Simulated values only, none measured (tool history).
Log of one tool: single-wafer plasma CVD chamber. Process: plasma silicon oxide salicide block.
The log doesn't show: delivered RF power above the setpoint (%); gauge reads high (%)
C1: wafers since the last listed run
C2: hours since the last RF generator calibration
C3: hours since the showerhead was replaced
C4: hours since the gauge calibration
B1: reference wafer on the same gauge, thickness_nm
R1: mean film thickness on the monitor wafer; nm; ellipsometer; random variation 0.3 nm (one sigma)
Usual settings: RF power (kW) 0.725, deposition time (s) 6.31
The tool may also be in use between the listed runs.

Run 1, hour 0: usual settings; C1 0; C2 252.1; C3 6214.6; C4 546.2; B1 63.644. Result: R1 66.627 nm.
Run 2, hour 41.7: usual settings; C1 1685; C2 293.8; C3 6256.3; C4 587.9; B1 63.638. Result: R1 66.618 nm.
Run 3, hour 117.9: usual settings; C1 3079; C2 370; C3 6332.5; C4 664.1; B1 63.532. Result: R1 66.177 nm.
Run 4, hour 198.1: usual settings; C1 3241; C2 450.2; C3 6412.7; C4 744.3; B1 63.546. Result: R1 66.291 nm.
Run 5, hour 276.4: usual settings; C1 3164; C2 528.5; C3 6491; C4 822.6; B1 63.625. Result: R1 65.744 nm.
Run 6, hour 362.5: usual settings; C1 3479; C2 614.6; C3 6577.1; C4 908.7; B1 63.6. Result: R1 65.787 nm.
Run 7, hour 457.9: usual settings; C1 3855; C2 710; C3 6672.5; C4 1004.1; B1 63.613. Result: R1 65.498 nm.
Run 8, hour 524.1: usual settings; C1 2675; C2 776.2; C3 6738.7; C4 1070.3; B1 63.632. Result: R1 66.221 nm.
Run 9, hour 584.7: usual settings but RF power (kW) 0.775; C1 2448; C2 836.8; C3 6799.3; C4 1130.9; B1 63.49. Result: R1 67.925 nm.
Run 10, hour 743.8: usual settings but RF power (kW) 0.775; C1 6429; C2 995.9; C3 6958.4; C4 1290; B1 63.747. Result: R1 68.069 nm.
Run 11, hour 799.3: usual settings but RF power (kW) 0.625, deposition time (s) 5.31; C1 2242; C2 1051.4; C3 7013.9; C4 1345.5; B1 63.679. Result: R1 50.714 nm.
Run 12, hour 896.8: usual settings but RF power (kW) 0.625, deposition time (s) 5.31; C1 3940; C2 1148.9; C3 7111.4; C4 1443; B1 63.683. Result: R1 50.775 nm.
Run 13, hour 961.8: usual settings; C1 2626; C2 1213.9; C3 7176.4; C4 1508; B1 63.536. Result: R1 65.167 nm.
Run 14, hour 999.8: usual settings; C1 1535; C2 1251.9; C3 7214.4; C4 1546; B1 63.573. Result: R1 65.793 nm.
Run 15, hour 1036.8: usual settings; C1 1495; C2 1288.9; C3 7251.4; C4 1583; B1 63.669. Result: R1 65.143 nm.
At hour 1077.5: showerhead replaced.
Run 16, hour 1135.4: usual settings but deposition time (s) 5.47; C1 3661; C2 1387.5; C3 57.9; C4 1681.6; B1 63.464. Result: R1 56.741 nm.
Run 17, hour 1173.6: usual settings; C1 1543; C2 1425.7; C3 96.1; C4 1719.8; B1 63.445. Result: R1 65.37 nm.
At hour 1272.2: gauge calibrated.
Run 18, hour 1281.3: usual settings but RF power (kW) 0.835; C1 4352; C2 1533.4; C3 203.8; C4 9.1; B1 63.664. Result: R1 69.994 nm.
Run 19, hour 1361.2: usual settings but RF power (kW) 0.835; C1 3228; C2 1613.3; C3 283.7; C4 89; B1 63.651. Result: R1 69.403 nm.
Run 20, hour 1452.4: usual settings but RF power (kW) 0.835; C1 3685; C2 1704.5; C3 374.9; C4 180.2; B1 63.597. Result: R1 69.268 nm.
Run 21, hour 1546: usual settings but deposition time (s) 6.8; C1 3782; C2 1798.1; C3 468.5; C4 273.8; B1 63.706. Result: R1 69.755 nm.
Run 22, hour 1590.6: usual settings but deposition time (s) 6.93; C1 1802; C2 1842.7; C3 513.1; C4 318.4; B1 63.546. Result: R1 70.816 nm.
Run 23, hour 1664.4: usual settings but RF power (kW) 0.825, deposition time (s) 6.67; C1 2982; C2 1916.5; C3 586.9; C4 392.2; B1 63.604. Result: R1 73.129 nm.
Run 24, hour 1865.9: usual settings but RF power (kW) 0.63, deposition time (s) 5.5; C1 8142; C2 2118; C3 788.4; C4 593.7; B1 63.493. Result: R1 52.833 nm.
Run 25, hour 1906.6: usual settings but RF power (kW) 0.66, deposition time (s) 7.05; C1 1644; C2 2158.7; C3 829.1; C4 634.4; B1 63.609. Result: R1 69.489 nm.
At hour 1953.4: RF generator calibrated.
Run 26, hour 1954.9: usual settings but RF power (kW) 0.655, deposition time (s) 5.26; C1 1628; C2 1.5; C3 877.4; C4 682.7; B1 63.549. Result: R1 52.828 nm.
Run 27, hour 2049.8: usual settings; C1 3835; C2 96.4; C3 972.3; C4 777.6; B1 63.595. Result: R1 67.077 nm.
Run 28, hour 2148: usual settings but RF power (kW) 0.685, deposition time (s) 5.89; C1 3968; C2 194.6; C3 1070.5; C4 875.8; B1 63.603. Result: R1 59.984 nm.
Run 29, hour 2238.6: usual settings; C1 3661; C2 285.2; C3 1161.1; C4 966.4; B1 63.557. Result: R1 66.792 nm.
Run 30, hour 2331.4: usual settings but RF power (kW) 0.685, deposition time (s) 6.97; C1 3750; C2 378; C3 1253.9; C4 1059.2; B1 63.781. Result: R1 70.559 nm.
Run 31, hour 2416.6: usual settings; C1 3443; C2 463.2; C3 1339.1; C4 1144.4; B1 63.531. Result: R1 65.98 nm.
Run 32, hour 2520.4: usual settings; C1 4194; C2 567; C3 1442.9; C4 1248.2; B1 63.705. Result: R1 66.218 nm.
Run 33, hour 2566.4: usual settings but RF power (kW) 0.78; C1 1858; C2 613; C3 1488.9; C4 1294.2; B1 63.562. Result: R1 68.732 nm.
Run 34, hour 2650.3: usual settings but RF power (kW) 0.865, deposition time (s) 5.59; C1 3390; C2 696.9; C3 1572.8; C4 1378.1; B1 63.517. Result: R1 63.773 nm.
Run 35, hour 2686.6: usual settings but RF power (kW) 0.79; C1 1466; C2 733.2; C3 1609.1; C4 1414.4; B1 63.693. Result: R1 67.878 nm.
Run 36, hour 2746.4: usual settings; C1 2416; C2 793; C3 1668.9; C4 1474.2; B1 63.628. Result: R1 65.891 nm.
Run 37, hour 2798.3: usual settings but RF power (kW) 0.795; C1 2097; C2 844.9; C3 1720.8; C4 1526.1; B1 63.613. Result: R1 68.765 nm.
Run 38, hour 2854.8: usual settings but RF power (kW) 0.69, deposition time (s) 5.24; C1 2283; C2 901.4; C3 1777.3; C4 1582.6; B1 63.532. Result: R1 53.427 nm.
Run 39, hour 2891.8: usual settings but RF power (kW) 0.815; C1 1495; C2 938.4; C3 1814.3; C4 1619.6; B1 63.672. Result: R1 69.408 nm.
Run 40, hour 2996.2: usual settings but RF power (kW) 0.78, deposition time (s) 5.61; C1 4218; C2 1042.8; C3 1918.7; C4 1724; B1 63.594. Result: R1 60.196 nm.
Run 41, hour 3095.2: usual settings; C1 4000; C2 1141.8; C3 2017.7; C4 1823; B1 63.555. Result: R1 65.794 nm.
Run 42, hour 3156.4: usual settings but RF power (kW) 0.845, deposition time (s) 5.64; C1 2473; C2 1203; C3 2078.9; C4 1884.2; B1 63.675. Result: R1 63.13 nm.

Forecast each of these 4 alternatives for the next run:
Run A, hour 3156.8: usual settings but RF power (kW) 0.645; C1 16; C2 1203.4; C3 2079.3; C4 1884.6; B1 ?. Result: R1 ?.
Run B, hour 3156.8: usual settings but RF power (kW) 0.81, deposition time (s) 5.97; C1 16; C2 1203.4; C3 2079.3; C4 1884.6; B1 ?. Result: R1 ?.
Run C, hour 3156.8: usual settings but RF power (kW) 0.61; C1 16; C2 1203.4; C3 2079.3; C4 1884.6; B1 ?. Result: R1 ?.
Run D, hour 3156.8: usual settings but RF power (kW) 0.625, deposition time (s) 6.89; C1 16; C2 1203.4; C3 2079.3; C4 1884.6; B1 ?. Result: R1 ?.

run      B1      R1
  A  63.624  61.691
  B  63.624  65.601
  C  63.624  59.751
  D  63.624   66.17
Without the tool's hidden state the same runs would have given:
run      R1
  A  63.343
  B  67.358
  C  61.351
  D  67.942
